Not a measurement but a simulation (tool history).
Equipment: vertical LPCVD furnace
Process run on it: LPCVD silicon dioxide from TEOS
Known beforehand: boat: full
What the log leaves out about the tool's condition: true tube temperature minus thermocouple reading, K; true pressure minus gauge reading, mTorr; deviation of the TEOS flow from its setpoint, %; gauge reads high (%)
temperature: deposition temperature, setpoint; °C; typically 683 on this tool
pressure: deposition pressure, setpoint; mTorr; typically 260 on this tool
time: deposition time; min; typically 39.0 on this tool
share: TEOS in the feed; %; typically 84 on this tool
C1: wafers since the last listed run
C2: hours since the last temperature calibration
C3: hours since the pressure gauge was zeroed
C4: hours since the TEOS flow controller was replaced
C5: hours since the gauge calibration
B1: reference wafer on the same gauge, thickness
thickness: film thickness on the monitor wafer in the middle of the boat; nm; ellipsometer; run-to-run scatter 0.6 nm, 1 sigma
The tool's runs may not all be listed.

run 1 hour=0.0 | temperature=683 pressure=260 time=39.0 share=74 | C1=0 C2=3144.7 C3=1951.1 C4=3939.9 C5=190.1 | B1=210.97 | thickness=188.13
run 2 hour=17.2 | temperature=683 pressure=290 time=35.0 share=84 | C1=248 C2=3161.9 C3=1968.3 C4=3957.1 C5=207.3 | B1=211.04 | thickness=189.82
run 3 hour=32.8 | temperature=683 pressure=290 time=35.0 share=84 | C1=225 C2=3177.5 C3=1983.9 C4=3972.7 C5=222.9 | B1=211.08 | thickness=191.25
run 4 hour=59.5 | temperature=683 pressure=240 time=39.0 share=84 | C1=385 C2=3204.2 C3=2010.6 C4=3999.4 C5=249.6 | B1=211.02 | thickness=194.29
run 5 hour=91.4 | temperature=683 pressure=240 time=39.0 share=84 | C1=460 C2=3236.1 C3=2042.5 C4=4031.3 C5=281.5 | B1=211.28 | thickness=194.10
run 6 hour=104.0 | temperature=683 pressure=260 time=28.5 share=90 | C1=181 C2=3248.7 C3=2055.1 C4=4043.9 C5=294.1 | B1=211.17 | thickness=152.63
run 7 hour=129.1 | temperature=683 pressure=260 time=39.0 share=84 | C1=362 C2=3273.8 C3=2080.2 C4=4069.0 C5=319.2 | B1=210.96 | thickness=202.34
run 8 hour=142.5 | temperature=683 pressure=260 time=39.0 share=84 | C1=193 C2=3287.2 C3=2093.6 C4=4082.4 C5=332.6 | B1=210.72 | thickness=202.66
run 9 hour=169.9 | temperature=683 pressure=260 time=39.0 share=84 | C1=395 C2=3314.6 C3=2121.0 C4=4109.8 C5=360.0 | B1=211.00 | thickness=203.29
run 10 hour=188.4 | temperature=683 pressure=260 time=39.0 share=84 | C1=266 C2=3333.1 C3=2139.5 C4=4128.3 C5=378.5 | B1=210.73 | thickness=202.97
run 11 hour=216.0 | temperature=683 pressure=260 time=39.0 share=84 | C1=398 C2=3360.7 C3=2167.1 C4=4155.9 C5=406.1 | B1=210.89 | thickness=203.31
run 12 hour=249.1 | temperature=683 pressure=260 time=39.0 share=84 | C1=477 C2=3393.8 C3=2200.2 C4=4189.0 C5=439.2 | B1=211.06 | thickness=204.55
run 13 hour=276.0 | temperature=683 pressure=260 time=39.0 share=84 | C1=388 C2=3420.7 C3=2227.1 C4=4215.9 C5=466.1 | B1=211.01 | thickness=204.48
run 14 hour=304.1 | temperature=677 pressure=260 time=39.0 share=92 | C1=405 C2=3448.8 C3=2255.2 C4=4244.0 C5=494.2 | B1=210.82 | thickness=185.32
-- hour=329.8 thermocouples replaced and temperature profile calibrated
-- hour=348.6 TEOS flow controller replaced
run 15 hour=349.1 | temperature=688 pressure=290 time=28.5 share=70 | C1=31 C2=19.3 C3=2300.2 C4=0.5 C5=539.2 | B1=210.81 | thickness=145.30
run 16 hour=353.4 | temperature=683 pressure=260 time=39.0 share=74 | C1=40 C2=23.6 C3=2304.5 C4=4.8 C5=543.5 | B1=210.97 | thickness=172.24
-- hour=375.9 pressure gauge zeroed
run 17 hour=376.4 | temperature=683 pressure=260 time=39.0 share=84 | C1=6 C2=46.6 C3=0.5 C4=27.8 C5=566.5 | B1=210.99 | thickness=182.22
run 18 hour=386.2 | temperature=686 pressure=260 time=39.0 share=75 | C1=141 C2=56.4 C3=10.3 C4=37.6 C5=576.3 | B1=211.11 | thickness=185.96
-- hour=393.0 gauge calibrated
run 19 hour=406.0 | temperature=683 pressure=260 time=39.0 share=84 | C1=285 C2=76.2 C3=30.1 C4=57.4 C5=13.0 | B1=210.97 | thickness=182.70
run 20 hour=434.1 | temperature=683 pressure=240 time=52.5 share=97 | C1=405 C2=104.3 C3=58.2 C4=85.5 C5=41.1 | B1=210.93 | thickness=255.92
run 21 hour=450.6 | temperature=675 pressure=195 time=43.0 share=95 | C1=238 C2=120.8 C3=74.7 C4=102.0 C5=57.6 | B1=211.10 | thickness=152.00
run 22 hour=528.1 | temperature=683 pressure=225 time=39.0 share=75 | C1=1118 C2=198.3 C3=152.2 C4=179.5 C5=135.1 | B1=211.00 | thickness=160.49
run 23 hour=547.6 | temperature=676 pressure=230 time=44.0 share=72 | C1=281 C2=217.8 C3=171.7 C4=199.0 C5=154.6 | B1=210.95 | thickness=151.94
run 24 hour=564.2 | temperature=683 pressure=260 time=24.0 share=79 | C1=239 C2=234.4 C3=188.3 C4=215.6 C5=171.2 | B1=210.94 | thickness=109.53
run 25 hour=590.1 | temperature=688 pressure=290 time=28.5 share=70 | C1=373 C2=260.3 C3=214.2 C4=241.5 C5=197.1 | B1=210.81 | thickness=145.25
run 26 hour=608.3 | temperature=674 pressure=205 time=39.0 share=96 | C1=262 C2=278.5 C3=232.4 C4=259.7 C5=215.3 | B1=210.87 | thickness=138.97

Alternative continuations, all from the tool just after run 26; predict every row:
run A hour=612.7 | temperature=683 pressure=260 time=39.0 share=84 | C1=63 C2=282.9 C3=236.8 C4=264.1 C5=219.7 | B1=? | thickness=?
run B hour=612.7 | temperature=688 pressure=215 time=39.0 share=76 | C1=63 C2=282.9 C3=236.8 C4=264.1 C5=219.7 | B1=? | thickness=?
run C hour=612.7 | temperature=683 pressure=230 time=39.0 share=84 | C1=63 C2=282.9 C3=236.8 C4=264.1 C5=219.7 | B1=? | thickness=?
run D hour=612.7 | temperature=683 pressure=310 time=39.0 share=84 | C1=63 C2=282.9 C3=236.8 C4=264.1 C5=219.7 | B1=? | thickness=?
run E hour=612.7 | temperature=672 pressure=260 time=48.5 share=84 | C1=63 C2=282.9 C3=236.8 C4=264.1 C5=219.7 | B1=? | thickness=?

run=A B1=210.92 thickness=183.15
run=B B1=210.92 thickness=178.59
run=C B1=210.92 thickness=172.26
run=D B1=210.92 thickness=199.99
run=E B1=210.92 thickness=174.18
What these runs would have given with no unlogged condition in the tool:
run=A thickness=183.01
run=B thickness=178.46
run=C thickness=172.13
run=D thickness=199.83
run=E thickness=174.04
